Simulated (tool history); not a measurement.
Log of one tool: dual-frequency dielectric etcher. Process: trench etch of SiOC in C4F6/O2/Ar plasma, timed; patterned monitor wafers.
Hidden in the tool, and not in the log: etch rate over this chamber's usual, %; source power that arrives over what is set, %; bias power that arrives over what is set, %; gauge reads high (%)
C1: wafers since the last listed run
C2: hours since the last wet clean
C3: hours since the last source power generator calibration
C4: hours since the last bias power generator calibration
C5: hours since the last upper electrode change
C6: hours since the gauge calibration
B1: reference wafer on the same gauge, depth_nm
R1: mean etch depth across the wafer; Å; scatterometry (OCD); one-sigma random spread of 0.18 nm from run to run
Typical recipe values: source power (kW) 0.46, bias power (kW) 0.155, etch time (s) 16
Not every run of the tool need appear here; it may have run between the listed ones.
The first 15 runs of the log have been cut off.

run 16 day=39.742 | source_power_(kW)=0.46 bias_power_(kW)=0.186 etch_time_(s)=16 | C1=627 C2=403.4 C3=337.8 C4=1621.3 C5=917.8 C6=766 | B1=31.25 | R1=328
run 17 day=40.892 | source_power_(kW)=0.4 bias_power_(kW)=0.136 etch_time_(s)=19.5 | C1=603 C2=431 C3=365.4 C4=1648.9 C5=945.4 C6=793.6 | B1=31.34 | R1=334.7
run 18 day=41.954 | source_power_(kW)=0.46 bias_power_(kW)=0.155 etch_time_(s)=16 | C1=557 C2=456.5 C3=390.9 C4=1674.4 C5=970.9 C6=819.1 | B1=31.33 | R1=304.9
-- day=42.133 bias power generator calibrated
-- day=43.433 wet clean of the chamber
run 19 day=48.896 | source_power_(kW)=0.43 bias_power_(kW)=0.133 etch_time_(s)=19.5 | C1=3029 C2=131.1 C3=557.5 C4=162.3 C5=1137.5 C6=985.7 | B1=31.42 | R1=347.2
run 20 day=50.375 | source_power_(kW)=0.57 bias_power_(kW)=0.155 etch_time_(s)=16 | C1=775 C2=166.6 C3=593 C4=197.8 C5=1173 C6=1021.2 | B1=31.37 | R1=345.4
run 21 day=51.717 | source_power_(kW)=0.46 bias_power_(kW)=0.128 etch_time_(s)=16 | C1=703 C2=198.8 C3=625.2 C4=230 C5=1205.2 C6=1053.4 | B1=31.5 | R1=289.7
run 22 day=53.496 | source_power_(kW)=0.46 bias_power_(kW)=0.155 etch_time_(s)=16 | C1=933 C2=241.5 C3=667.9 C4=272.7 C5=1247.9 C6=1096.1 | B1=31.48 | R1=312.4
run 23 day=56.242 | source_power_(kW)=0.4 bias_power_(kW)=0.17 etch_time_(s)=12 | C1=1440 C2=307.4 C3=733.8 C4=338.6 C5=1313.8 C6=1162 | B1=31.38 | R1=224.2
run 24 day=57.662 | source_power_(kW)=0.46 bias_power_(kW)=0.155 etch_time_(s)=11.5 | C1=745 C2=341.5 C3=767.9 C4=372.7 C5=1347.9 C6=1196.1 | B1=31.47 | R1=223.3
run 25 day=60.417 | source_power_(kW)=0.46 bias_power_(kW)=0.17 etch_time_(s)=16 | C1=1444 C2=407.6 C3=834 C4=438.8 C5=1414 C6=1262.2 | B1=31.49 | R1=318.9
run 26 day=61.879 | source_power_(kW)=0.52 bias_power_(kW)=0.155 etch_time_(s)=19.5 | C1=767 C2=442.7 C3=869.1 C4=473.9 C5=1449.1 C6=1297.3 | B1=31.6 | R1=404.5
-- day=62.938 wet clean of the chamber
run 27 day=63.075 | source_power_(kW)=0.46 bias_power_(kW)=0.18 etch_time_(s)=16 | C1=102 C2=3.3 C3=897.8 C4=502.6 C5=1477.8 C6=1326 | B1=31.63 | R1=327.6
run 28 day=65.292 | source_power_(kW)=0.46 bias_power_(kW)=0.136 etch_time_(s)=16 | C1=1162 C2=56.5 C3=951 C4=555.8 C5=1531 C6=1379.2 | B1=31.61 | R1=299
run 29 day=67.488 | source_power_(kW)=0.54 bias_power_(kW)=0.121 etch_time_(s)=19 | C1=1151 C2=109.2 C3=1003.7 C4=608.5 C5=1583.7 C6=1431.9 | B1=31.61 | R1=368.1
run 30 day=68.971 | source_power_(kW)=0.4 bias_power_(kW)=0.155 etch_time_(s)=20.5 | C1=778 C2=144.8 C3=1039.3 C4=644.1 C5=1619.3 C6=1467.5 | B1=31.69 | R1=372.2

Below are 3 alternative next runs, each starting from the tool's condition after run 30. Predict each:
run A day=68.988 | source_power_(kW)=0.46 bias_power_(kW)=0.155 etch_time_(s)=16 | C1=8 C2=145.2 C3=1039.7 C4=644.5 C5=1619.7 C6=1467.9 | B1=? | R1=?
run B day=68.988 | source_power_(kW)=0.49 bias_power_(kW)=0.155 etch_time_(s)=16 | C1=8 C2=145.2 C3=1039.7 C4=644.5 C5=1619.7 C6=1467.9 | B1=? | R1=?
run C day=68.988 | source_power_(kW)=0.42 bias_power_(kW)=0.155 etch_time_(s)=18.5 | C1=8 C2=145.2 C3=1039.7 C4=644.5 C5=1619.7 C6=1467.9 | B1=? | R1=?

run=A B1=31.68 R1=309.9
run=B B1=31.68 R1=319.6
run=C B1=31.68 R1=342.6
With no hidden state in the tool, these same runs would have given:
run=A R1=305.7
run=B R1=315.3
run=C R1=338
